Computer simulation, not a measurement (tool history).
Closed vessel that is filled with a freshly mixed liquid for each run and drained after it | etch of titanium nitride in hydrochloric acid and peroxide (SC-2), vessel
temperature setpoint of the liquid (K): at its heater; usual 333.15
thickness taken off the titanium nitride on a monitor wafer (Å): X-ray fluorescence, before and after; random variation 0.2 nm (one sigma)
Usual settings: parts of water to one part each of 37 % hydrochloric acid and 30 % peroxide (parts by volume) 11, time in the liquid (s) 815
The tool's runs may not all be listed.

run	day	temperature setpoint of the liquid (K)	parts of water to one part each of 37 % hydrochloric acid and 30 % peroxide (parts by volume)	time in the liquid (s)	wafers since the last listed run	hours since the thermometer was replaced	hours since the chemicals flow meter was replaced	hours since the drum of peroxide was connected	hours since the gauge calibration	read-back film thickness of the titanium nitride reference wafer, read on the same gauge (nm)	thickness taken off the titanium nitride on a monitor wafer (Å)
1	0	333.15	11	815	0	21.6	2529.8	569.3	479.2	119.98	413.5
2	0.517	333.15	11	815	856	34	2542.2	581.7	491.6	119.99	413.2
# day 1: gauge calibrated
3	1.054	333.15	11	815	890	46.9	2555.1	594.6	1.3	119.98	414.6
4	1.621	333.15	11	815	939	60.5	2568.7	608.2	14.9	119.97	413.2
# day 2.304: chemicals flow meter replaced
5	2.475	333.15	11	815	1346	81	4.1	628.7	35.4	120.01	385.5
6	2.942	333.15	11	815	773	92.2	15.3	639.9	46.6	119.99	385.2
7	3.479	329.15	13.5	385	890	105.1	28.2	652.8	59.5	120	117.9
8	3.758	329.65	6.5	815	462	111.8	34.9	659.5	66.2	119.97	480.5
9	4.071	333.15	12.5	610	517	119.3	42.4	667	73.7	120	259.6
10	4.612	333.15	11	815	897	132.3	55.4	680	86.7	120.01	384.5
11	5.083	333.15	11	815	780	143.6	66.7	691.3	98	119.96	382.1
# day 5.442: chemicals flow meter replaced, repeated, since the last time left the tool worse
12	6.562	333.15	15	815	2382	179.1	26.9	726.8	133.5	119.98	340.9
13	7.238	333.15	11	815	1118	195.3	43.1	743	149.7	120.01	444.2
14	7.538	333.15	13	425	497	202.5	50.3	750.2	156.9	120.01	200.8
15	7.8	333.15	11	385	435	208.8	56.6	756.5	163.2	120.04	209.6
16	8.438	330.15	11	815	1056	224.1	71.9	771.8	178.5	120.02	364.5
# day 10.033: new drum of peroxide connected
17	10.192	339.15	6	550	2838	266.2	114	3.8	220.6	120	707.8
18	10.471	333.15	11	815	462	272.9	120.7	10.5	227.3	120.01	446.9
19	10.725	333.15	7.5	540	421	279	126.8	16.6	233.4	119.99	406.1
20	11.442	340.65	11	515	1187	296.2	144	33.8	250.6	120.01	441.7
21	12.092	333.15	14.5	405	1077	311.8	159.6	49.4	266.2	119.99	174.1
22	12.388	333.15	11	815	490	318.9	166.7	56.5	273.3	120.01	442.3
23	13.133	327.65	9.5	1130	1236	336.8	184.6	74.4	291.2	119.94	488.8
24	13.767	333.15	11	640	1049	352	199.8	89.6	306.4	120.03	347.8
25	14.388	341.15	15.5	440	1028	366.9	214.7	104.5	321.3	120.01	286.7
26	14.65	333.15	11	815	435	373.2	221	110.8	327.6	119.96	440.5
27	15.212	325.15	11	815	932	386.7	234.5	124.3	341.1	119.99	265.6
28	15.858	333.15	11	670	1070	402.2	250	139.8	356.6	120.01	363.6

Forecast each of these 5 alternatives for the next run:
A	15.896	337.15	11	815	62	403.1	250.9	140.7	357.5	?	?
B	15.896	333.15	7	1225	62	403.1	250.9	140.7	357.5	?	?
C	15.896	333.15	11	355	62	403.1	250.9	140.7	357.5	?	?
D	15.896	324.65	14	335	62	403.1	250.9	140.7	357.5	?	?
E	15.896	336.65	9	450	62	403.1	250.9	140.7	357.5	?	?

run	read-back film thickness of the titanium nitride reference wafer, read on the same gauge (nm)	thickness taken off the titanium nitride on a monitor wafer (Å)
A	120	569
B	120	964.7
C	120	193.4
D	120	85.8
E	120	360.2
Without the tool's hidden state the same runs would have given:
run	thickness taken off the titanium nitride on a monitor wafer (Å)
A	573
B	970.8
C	194.8
D	86.4
E	362.6

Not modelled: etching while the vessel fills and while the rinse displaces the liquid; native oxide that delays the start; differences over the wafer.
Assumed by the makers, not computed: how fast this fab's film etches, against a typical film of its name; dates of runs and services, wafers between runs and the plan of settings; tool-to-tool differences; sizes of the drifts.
